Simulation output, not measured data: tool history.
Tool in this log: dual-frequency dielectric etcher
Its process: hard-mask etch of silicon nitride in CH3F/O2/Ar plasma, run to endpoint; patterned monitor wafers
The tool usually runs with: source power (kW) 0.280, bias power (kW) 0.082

| run | hour | source power (kW) | bias power (kW) | incoming incoming film thickness, nm | endpoint time (s) |
|---|---|---|---|---|---|
| 1 | 0.0 | 0.280 | 0.067 | 27.94 | 49.2 |
| 2 | 6.3 | 0.320 | 0.082 | 27.82 | 42.4 |
| 3 | 17.4 | 0.280 | 0.082 | 27.95 | 44.3 |
| 4 | 29.3 | 0.280 | 0.082 | 27.23 | 43.1 |
| 5 | 40.1 | 0.280 | 0.082 | 28.06 | 44.1 |
| 6 | 47.6 | 0.280 | 0.082 | 27.87 | 44.2 |
| 7 | 61.0 | 0.280 | 0.082 | 27.75 | 43.6 |
| 8 | 71.0 | 0.280 | 0.082 | 28.00 | 43.9 |
| 9 | 77.3 | 0.280 | 0.082 | 28.17 | 44.6 |
| 10 | 83.7 | 0.280 | 0.082 | 27.85 | 43.9 |
| 11 | 90.2 | 0.280 | 0.082 | 27.89 | 43.9 |
| 12 | 107.7 | 0.280 | 0.082 | 27.67 | 43.6 |
| 13 | 128.1 | 0.280 | 0.082 | 27.85 | 43.6 |
| 14 | 143.2 | 0.280 | 0.087 | 28.03 | 42.5 |
| 15 | 161.1 | 0.230 | 0.090 | 27.82 | 44.2 |
| 16 | 178.9 | 0.230 | 0.088 | 27.87 | 44.6 |
|  | 225.8 | wet clean of the chamber |
| 17 | 226.3 | 0.210 | 0.082 | 27.78 | 49.9 |
|  | 251.3 | bias power generator calibrated |
|  | 259.3 | source power generator calibrated |
|  | 271.2 | upper electrode replaced, of another model than before |
| 18 | 271.7 | 0.280 | 0.098 | 27.73 | 39.5 |
| 19 | 286.2 | 0.310 | 0.082 | 28.07 | 43.6 |
| 20 | 303.6 | 0.300 | 0.090 | 27.71 | 40.4 |
| 21 | 317.4 | 0.230 | 0.082 | 27.73 | 49.7 |
| 22 | 329.5 | 0.280 | 0.098 | 27.72 | 39.1 |
| 23 | 336.1 | 0.220 | 0.082 | 27.85 | 51.2 |
| 24 | 343.2 | 0.280 | 0.082 | 27.83 | 44.7 |
| 25 | 350.1 | 0.220 | 0.066 | 28.03 | 62.8 |
| 26 | 358.3 | 0.280 | 0.082 | 27.85 | 44.7 |
| 27 | 375.7 | 0.250 | 0.082 | 27.83 | 47.4 |
| 28 | 385.4 | 0.340 | 0.069 | 27.69 | 47.1 |

Here are 4 independent what-if runs from the current tool condition. What would each one return?
| A | 385.8 | 0.280 | 0.082 | 27.72 | ? |
| B | 385.8 | 0.320 | 0.101 | 27.72 | ? |
| C | 385.8 | 0.310 | 0.076 | 27.72 | ? |
| D | 385.8 | 0.260 | 0.094 | 27.72 | ? |

| run | endpoint time (s) |
|---|---|
| A | 44.5 |
| B | 35.7 |
| C | 45.1 |
| D | 41.6 |
The same runs, with their run-to-run variation unchanged, on a tool lacking any hidden condition would have given:
| run | endpoint time (s) |
|---|---|
| A | 45.1 |
| B | 36.2 |
| C | 45.7 |
| D | 42.1 |
